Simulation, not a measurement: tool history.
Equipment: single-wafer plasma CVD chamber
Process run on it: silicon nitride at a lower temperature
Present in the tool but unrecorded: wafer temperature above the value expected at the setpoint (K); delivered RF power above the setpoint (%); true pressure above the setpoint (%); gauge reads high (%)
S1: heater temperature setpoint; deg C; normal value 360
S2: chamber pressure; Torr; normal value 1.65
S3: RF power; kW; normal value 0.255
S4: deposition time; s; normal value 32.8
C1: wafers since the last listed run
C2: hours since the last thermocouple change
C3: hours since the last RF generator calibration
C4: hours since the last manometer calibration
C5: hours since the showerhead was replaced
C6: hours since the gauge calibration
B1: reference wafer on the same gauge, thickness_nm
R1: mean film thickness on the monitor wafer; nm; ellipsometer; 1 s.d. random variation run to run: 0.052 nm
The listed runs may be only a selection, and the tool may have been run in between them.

| run | hour | S1 | S2 | S3 | S4 | C1 | C2 | C3 | C4 | C5 | C6 | B1 | R1 |
|---|---|---|---|---|---|---|---|---|---|---|---|---|---|
| 1 | 0 | 360 | 1.65 | 0.255 | 32.8 | 0 | 819.2 | 2038.1 | 1672.3 | 2798.9 | 188.8 | 38.001 | 34.159 |
| 2 | 32.4 | 351 | 1.65 | 0.255 | 28.2 | 924 | 851.6 | 2070.5 | 1704.7 | 2831.3 | 221.2 | 37.991 | 29.379 |
| 3 | 63.4 | 351 | 1.65 | 0.255 | 28.2 | 884 | 882.6 | 2101.5 | 1735.7 | 2862.3 | 252.2 | 38.002 | 29.489 |
| 4 | 82.7 | 351 | 1.65 | 0.255 | 28.2 | 550 | 901.9 | 2120.8 | 1755 | 2881.6 | 271.5 | 37.989 | 29.574 |
| 5 | 112 | 360 | 1.65 | 0.255 | 32.8 | 835 | 931.2 | 2150.1 | 1784.3 | 2910.9 | 300.8 | 38.01 | 34.182 |
| 6 | 144.3 | 360 | 1.65 | 0.255 | 32.8 | 921 | 963.5 | 2182.4 | 1816.6 | 2943.2 | 333.1 | 38.016 | 34.235 |
|  | 163.7 | thermocouple changed; heater temperature recalibrated |
|  | 172.8 | RF generator calibrated |
| 7 | 173.3 | 360 | 1.65 | 0.255 | 30.8 | 370 | 9.6 | 0.5 | 1845.6 | 2972.2 | 362.1 | 37.998 | 31.527 |
| 8 | 193 | 368 | 1.65 | 0.255 | 32.8 | 561 | 29.3 | 20.2 | 1865.3 | 2991.9 | 381.8 | 37.997 | 33.419 |
| 9 | 215.6 | 360 | 1.65 | 0.255 | 30.8 | 644 | 51.9 | 42.8 | 1887.9 | 3014.5 | 404.4 | 38.003 | 31.412 |
|  | 229.7 | capacitance manometer re-zeroed and calibrated |
|  | 243.9 | gauge calibrated |
|  | 247.1 | RF generator calibrated, repeated, since the last time left the tool worse |
| 10 | 247.6 | 351 | 1.65 | 0.255 | 32.8 | 456 | 83.9 | 0.5 | 17.9 | 3046.5 | 3.7 | 37.997 | 35.023 |
| 11 | 267.2 | 360 | 1.43 | 0.255 | 29 | 559 | 103.5 | 20.1 | 37.5 | 3066.1 | 23.3 | 38.001 | 29.574 |
|  | 280.3 | showerhead replaced |
| 12 | 311 | 360 | 1.28 | 0.24 | 27.9 | 1021 | 147.3 | 63.9 | 81.3 | 30.7 | 67.1 | 38.006 | 26.813 |
| 13 | 343.7 | 360 | 2.02 | 0.255 | 32.8 | 932 | 180 | 96.6 | 114 | 63.4 | 99.8 | 37.999 | 36.757 |
| 14 | 360.8 | 351 | 1.65 | 0.28 | 29.4 | 487 | 197.1 | 113.7 | 131.1 | 80.5 | 116.9 | 38.017 | 32.564 |

Branching from run 14: 4 alternative next runs. What would each branch give?
| A | 361.2 | 360 | 1.65 | 0.255 | 37.2 | 11 | 197.5 | 114.1 | 131.5 | 80.9 | 117.3 | ? | ? |
| B | 361.2 | 360 | 1.26 | 0.255 | 28.1 | 11 | 197.5 | 114.1 | 131.5 | 80.9 | 117.3 | ? | ? |
| C | 361.2 | 371 | 1.81 | 0.255 | 37.8 | 11 | 197.5 | 114.1 | 131.5 | 80.9 | 117.3 | ? | ? |
| D | 361.2 | 360 | 1.44 | 0.255 | 35.3 | 11 | 197.5 | 114.1 | 131.5 | 80.9 | 117.3 | ? | ? |

| run | B1 | R1 |
|---|---|---|
| A | 38.008 | 39.388 |
| B | 38.008 | 27.512 |
| C | 38.008 | 40.91 |
| D | 38.008 | 35.944 |
Stripped of hidden state, with their random variation kept, the same runs would have yielded:
| run | R1 |
|---|---|
| A | 39.603 |
| B | 27.662 |
| C | 41.133 |
| D | 36.139 |
